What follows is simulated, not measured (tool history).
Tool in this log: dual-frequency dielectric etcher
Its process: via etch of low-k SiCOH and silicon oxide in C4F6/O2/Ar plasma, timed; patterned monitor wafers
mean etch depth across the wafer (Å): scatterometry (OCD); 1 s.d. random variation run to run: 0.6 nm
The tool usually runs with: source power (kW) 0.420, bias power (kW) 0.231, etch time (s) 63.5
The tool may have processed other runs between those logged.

run	hour	source power (kW)	bias power (kW)	etch time (s)	read-back reference wafer on the same gauge, depth_nm	mean etch depth across the wafer (Å)
1	0.0	0.340	0.231	63.5	169.2	1935
2	0.3	0.340	0.231	63.5	169.1	1939
3	15.7	0.340	0.231	63.5	168.9	1929
# hour 37.8: bias power generator calibrated
4	44.0	0.390	0.231	63.5	169.0	2036
5	61.6	0.420	0.231	58.0	169.0	1920
6	93.4	0.420	0.231	58.0	169.0	1906
7	119.7	0.420	0.231	58.0	168.9	1911
8	148.8	0.420	0.231	63.5	169.0	2079
9	167.5	0.420	0.231	63.5	169.1	2074
10	188.6	0.480	0.182	63.5	168.8	2077
11	221.5	0.460	0.231	79.0	169.1	2677
12	243.0	0.490	0.263	79.0	169.0	2830
13	267.9	0.460	0.179	63.5	169.0	2019
# hour 292.3: gauge calibrated
# hour 315.6: upper electrode replaced
14	316.1	0.490	0.231	63.5	169.1	2187
15	352.2	0.390	0.250	46.0	169.1	1468
# hour 388.8: wet clean of the chamber
16	389.3	0.420	0.231	63.5	168.9	2093
17	389.7	0.420	0.231	63.5	169.1	2092
18	417.2	0.470	0.200	80.0	169.2	2673
19	440.8	0.420	0.231	48.0	168.9	1580
20	454.2	0.420	0.231	63.5	169.2	2089
21	472.4	0.460	0.186	80.0	169.1	2570
# hour 496.4: source power generator calibrated
22	504.2	0.420	0.231	74.0	169.2	2413
23	526.2	0.420	0.231	76.0	169.1	2468
24	544.7	0.420	0.231	63.5	169.1	2067
25	566.5	0.420	0.231	63.5	169.1	2063
26	589.1	0.420	0.192	78.0	168.8	2414
27	610.4	0.510	0.267	50.0	168.9	1813
28	637.5	0.490	0.186	56.5	169.0	1844
29	659.0	0.420	0.205	63.5	168.8	1982

Expected results for the next run?
30	721.0	0.510	0.212	58.5	?	?

{"run 30": {"read-back reference wafer on the same gauge, depth_nm": 168.9, "mean etch depth across the wafer (Å)": 1987}}
Had the tool carried no hidden state, the very same run would have given mean etch depth across the wafer (Å) 2058.

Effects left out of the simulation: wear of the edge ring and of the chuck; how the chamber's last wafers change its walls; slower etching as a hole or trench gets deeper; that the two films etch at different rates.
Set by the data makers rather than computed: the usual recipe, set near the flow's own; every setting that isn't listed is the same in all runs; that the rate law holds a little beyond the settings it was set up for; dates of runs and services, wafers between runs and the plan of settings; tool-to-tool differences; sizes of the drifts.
